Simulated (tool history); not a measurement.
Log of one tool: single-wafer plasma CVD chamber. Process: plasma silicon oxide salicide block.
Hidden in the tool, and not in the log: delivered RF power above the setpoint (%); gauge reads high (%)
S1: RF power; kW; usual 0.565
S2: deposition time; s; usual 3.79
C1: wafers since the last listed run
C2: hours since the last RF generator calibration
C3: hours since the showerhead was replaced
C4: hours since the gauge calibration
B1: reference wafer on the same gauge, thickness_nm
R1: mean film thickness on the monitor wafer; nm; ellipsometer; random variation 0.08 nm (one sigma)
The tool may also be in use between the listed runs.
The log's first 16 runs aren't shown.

run   hour     S1    S2    C1     C2      C3     C4      B1      R1
 17  335.3  0.565  3.79   348   18.1  4734.4  354.2  31.204  37.388
 18  372.7  0.655  3.79   741   55.5  4771.8  391.6  31.215  38.828
 19  398.5  0.655  3.79   511   81.3  4797.6  417.4  31.184  38.697
 20  426.4  0.565  3.79   552  109.2  4825.5  445.3  31.198  37.433
 21    445  0.565  3.79   368  127.8  4844.1  463.9  31.182  37.387
 22  470.9  0.565  4.33   513  153.7    4870  489.8  31.197  43.052
 23  491.9  0.565  4.47   416  174.7    4891  510.8  31.177  44.241
 24  522.7  0.565  3.79   610  205.5  4921.8  541.6  31.181  37.533
 25  544.4  0.565  3.79   430  227.2  4943.5  563.3  31.187  37.365
 26  564.9   0.47  4.08   406  247.7    4964  583.8  31.209  38.661
     573.8  -- gauge calibrated
 27  594.6  0.565  3.79   588  277.4  4993.7   20.8  31.199  37.432
 28  613.3  0.565  3.79   370  296.1  5012.4   39.5  31.194    37.5
 29  630.8  0.565   4.5   346  313.6  5029.9     57  31.202  44.515
 30  662.5   0.65   3.2   628  345.3  5061.6   88.7  31.189  32.754
 31    691  0.565  4.49   564  373.8  5090.1  117.2  31.202  44.363
     724.5  -- showerhead replaced
 32    725  0.565  4.11   515  407.8     0.5  151.2  31.206  40.582
 33  742.4  0.565  4.11   344  425.2    17.9  168.6    31.2  40.736
 34  825.4  0.515  3.16  1644  508.2   100.9  251.6  31.235  30.544
 35  841.2  0.605  3.79   313    524   116.7  267.4  31.188   38.06
 36  869.3    0.5  3.15   556  552.1   144.8  295.5  31.185  30.243
 37  885.7   0.62  4.33   325  568.5   161.2  311.9  31.163  43.703
 38  905.1  0.565  3.79   384  587.9   180.6  331.3  31.228  37.373
 39  929.2  0.475  3.79   477    612   204.7  355.4  31.176  35.969
 40  957.9  0.595  4.09   568  640.7   233.4  384.1  31.193  40.819
 41  982.2  0.515  4.54   481    665   257.7  408.4  31.199  43.929

3 ways to go on from here, each from the tool as it stands after run 41. What would each give?
  A  982.6  0.635  3.79   7  665.4  258.1  408.8   ?   ?
  B  982.6   0.51  3.99   7  665.4  258.1  408.8   ?   ?
  C  982.6  0.625   3.1   7  665.4  258.1  408.8   ?   ?

run      B1      R1
  A  31.181  38.505
  B  31.181  38.529
  C  31.181  31.376
Without the tool's hidden state the same runs would have given:
run      R1
  A  38.638
  B  38.663
  C  31.485
